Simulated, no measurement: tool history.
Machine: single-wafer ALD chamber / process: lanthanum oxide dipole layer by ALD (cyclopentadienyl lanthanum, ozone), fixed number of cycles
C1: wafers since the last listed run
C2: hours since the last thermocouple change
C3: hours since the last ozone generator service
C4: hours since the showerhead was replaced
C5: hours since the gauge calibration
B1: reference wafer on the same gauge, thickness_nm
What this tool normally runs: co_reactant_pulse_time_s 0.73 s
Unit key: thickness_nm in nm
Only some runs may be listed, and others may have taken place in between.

Run 1, hour 0: usual settings; C1 0; C2 2003.8; C3 955.2; C4 8078.1; C5 842.6; B1 0.34. Result: thickness_nm 0.41 nm.
Run 2, hour 33.2: usual settings; C1 355; C2 2037; C3 988.4; C4 8111.3; C5 875.8; B1 0.34. Result: thickness_nm 0.408 nm.
Run 3, hour 62.4: usual settings; C1 313; C2 2066.2; C3 1017.6; C4 8140.5; C5 905; B1 0.34. Result: thickness_nm 0.407 nm.
At hour 78.9: showerhead replaced.
At hour 92.3: thermocouple changed; heater temperature recalibrated.
Run 4, hour 92.8: usual settings; C1 154; C2 0.5; C3 1048; C4 13.9; C5 935.4; B1 0.34. Result: thickness_nm 0.408 nm.
Run 5, hour 123.9: usual settings; C1 333; C2 31.6; C3 1079.1; C4 45; C5 966.5; B1 0.34. Result: thickness_nm 0.407 nm.
Run 6, hour 137.8: usual settings; C1 149; C2 45.5; C3 1093; C4 58.9; C5 980.4; B1 0.34. Result: thickness_nm 0.408 nm.
Run 7, hour 172.3: usual settings; C1 369; C2 80; C3 1127.5; C4 93.4; C5 1014.9; B1 0.34. Result: thickness_nm 0.408 nm.
Run 8, hour 242.2: usual settings; C1 749; C2 149.9; C3 1197.4; C4 163.3; C5 1084.8; B1 0.34. Result: thickness_nm 0.406 nm.
Run 9, hour 269.7: usual settings; C1 294; C2 177.4; C3 1224.9; C4 190.8; C5 1112.3; B1 0.34. Result: thickness_nm 0.407 nm.
At hour 283.4: gauge calibrated.
Run 10, hour 286.8: usual settings; C1 183; C2 194.5; C3 1242; C4 207.9; C5 3.4; B1 0.34. Result: thickness_nm 0.408 nm.
Run 11, hour 308.8: usual settings but co_reactant_pulse_time_s 0.8 s; C1 235; C2 216.5; C3 1264; C4 229.9; C5 25.4; B1 0.34. Result: thickness_nm 0.428 nm.
Run 12, hour 322: usual settings; C1 141; C2 229.7; C3 1277.2; C4 243.1; C5 38.6; B1 0.34. Result: thickness_nm 0.407 nm.
Run 13, hour 354.6: usual settings but co_reactant_pulse_time_s 0.91 s; C1 349; C2 262.3; C3 1309.8; C4 275.7; C5 71.2; B1 0.34. Result: thickness_nm 0.456 nm.
Run 14, hour 381.2: usual settings but co_reactant_pulse_time_s 0.53 s; C1 285; C2 288.9; C3 1336.4; C4 302.3; C5 97.8; B1 0.34. Result: thickness_nm 0.321 nm.
Run 15, hour 401.8: usual settings but co_reactant_pulse_time_s 0.56 s; C1 220; C2 309.5; C3 1357; C4 322.9; C5 118.4; B1 0.34. Result: thickness_nm 0.337 nm.
Run 16, hour 427.5: usual settings but co_reactant_pulse_time_s 0.59 s; C1 275; C2 335.2; C3 1382.7; C4 348.6; C5 144.1; B1 0.34. Result: thickness_nm 0.352 nm.
Run 17, hour 447.4: usual settings; C1 213; C2 355.1; C3 1402.6; C4 368.5; C5 164; B1 0.34. Result: thickness_nm 0.406 nm.
Run 18, hour 472.8: usual settings but co_reactant_pulse_time_s 0.66 s; C1 272; C2 380.5; C3 1428; C4 393.9; C5 189.4; B1 0.34. Result: thickness_nm 0.382 nm.
Run 19, hour 508.4: usual settings but co_reactant_pulse_time_s 0.66 s; C1 381; C2 416.1; C3 1463.6; C4 429.5; C5 225; B1 0.34. Result: thickness_nm 0.382 nm.
Run 20, hour 533.5: usual settings; C1 269; C2 441.2; C3 1488.7; C4 454.6; C5 250.1; B1 0.34. Result: thickness_nm 0.409 nm.
Run 21, hour 556.8: usual settings; C1 249; C2 464.5; C3 1512; C4 477.9; C5 273.4; B1 0.34. Result: thickness_nm 0.408 nm.
At hour 573.8: ozone generator serviced.
Run 22, hour 589.2: usual settings but co_reactant_pulse_time_s 1 s; C1 261; C2 496.9; C3 15.4; C4 510.3; C5 305.8; B1 0.34. Result: thickness_nm 0.481 nm.
Run 23, hour 618.2: usual settings but co_reactant_pulse_time_s 0.91 s; C1 310; C2 525.9; C3 44.4; C4 539.3; C5 334.8; B1 0.34. Result: thickness_nm 0.461 nm.
Run 24, hour 650.6: usual settings but co_reactant_pulse_time_s 0.85 s; C1 347; C2 558.3; C3 76.8; C4 571.7; C5 367.2; B1 0.34. Result: thickness_nm 0.449 nm.
Run 25, hour 677.2: usual settings but co_reactant_pulse_time_s 0.53 s; C1 285; C2 584.9; C3 103.4; C4 598.3; C5 393.8; B1 0.34. Result: thickness_nm 0.329 nm.
Run 26, hour 692.6: usual settings; C1 165; C2 600.3; C3 118.8; C4 613.7; C5 409.2; B1 0.34. Result: thickness_nm 0.414 nm.
Run 27, hour 712: usual settings but co_reactant_pulse_time_s 0.89 s; C1 207; C2 619.7; C3 138.2; C4 633.1; C5 428.6; B1 0.34. Result: thickness_nm 0.457 nm.
Run 28, hour 730.4: usual settings but co_reactant_pulse_time_s 0.95 s; C1 197; C2 638.1; C3 156.6; C4 651.5; C5 447; B1 0.34. Result: thickness_nm 0.468 nm.
Run 29, hour 752.5: usual settings but co_reactant_pulse_time_s 0.94 s; C1 236; C2 660.2; C3 178.7; C4 673.6; C5 469.1; B1 0.34. Result: thickness_nm 0.466 nm.
Run 30, hour 770.3: usual settings but co_reactant_pulse_time_s 0.62 s; C1 190; C2 678; C3 196.5; C4 691.4; C5 486.9; B1 0.34. Result: thickness_nm 0.371 nm.
Run 31, hour 800.5: usual settings but co_reactant_pulse_time_s 0.52 s; C1 323; C2 708.2; C3 226.7; C4 721.6; C5 517.1; B1 0.34. Result: thickness_nm 0.321 nm.
Run 32, hour 827.2: usual settings but co_reactant_pulse_time_s 0.55 s; C1 286; C2 734.9; C3 253.4; C4 748.3; C5 543.8; B1 0.34. Result: thickness_nm 0.336 nm.
Run 33, hour 853.6: usual settings but co_reactant_pulse_time_s 0.61 s; C1 283; C2 761.3; C3 279.8; C4 774.7; C5 570.2; B1 0.34. Result: thickness_nm 0.364 nm.

For some of the steps in thickness_nm from one run to the next: how much would appear even if the tool had no hidden state, given the settings, what came in and random variation, and how much remains for the hidden state plus any gauge scatter that the measured result and the result without hidden state don't share?
Hidden state at play: wafer temperature above the value expected at the setpoint (K); ozone dose above that of a generator just serviced (%); gauge reads high (%).
Run 11 -> 12: co_reactant_pulse_time_s 0.8 -> 0.73. thickness_nm -0.021 nm: hidden state -0.002, all else -0.019.
Run 12 -> 13: co_reactant_pulse_time_s 0.73 -> 0.91. thickness_nm +0.049 nm: hidden state +0.002, all else +0.047.
Run 13 -> 14: co_reactant_pulse_time_s 0.91 -> 0.53. thickness_nm -0.135 nm: hidden state -0.002, all else -0.133.
Run 21 -> 22: co_reactant_pulse_time_s 0.73 -> 1, ozone generator serviced. thickness_nm +0.073 nm: hidden state +0.009, all else +0.064.
Run 24 -> 25: co_reactant_pulse_time_s 0.85 -> 0.53. thickness_nm -0.12 nm: hidden state -0.001, all else -0.119.
Run 29 -> 30: co_reactant_pulse_time_s 0.94 -> 0.62. thickness_nm -0.095 nm: hidden state +0, all else -0.095.
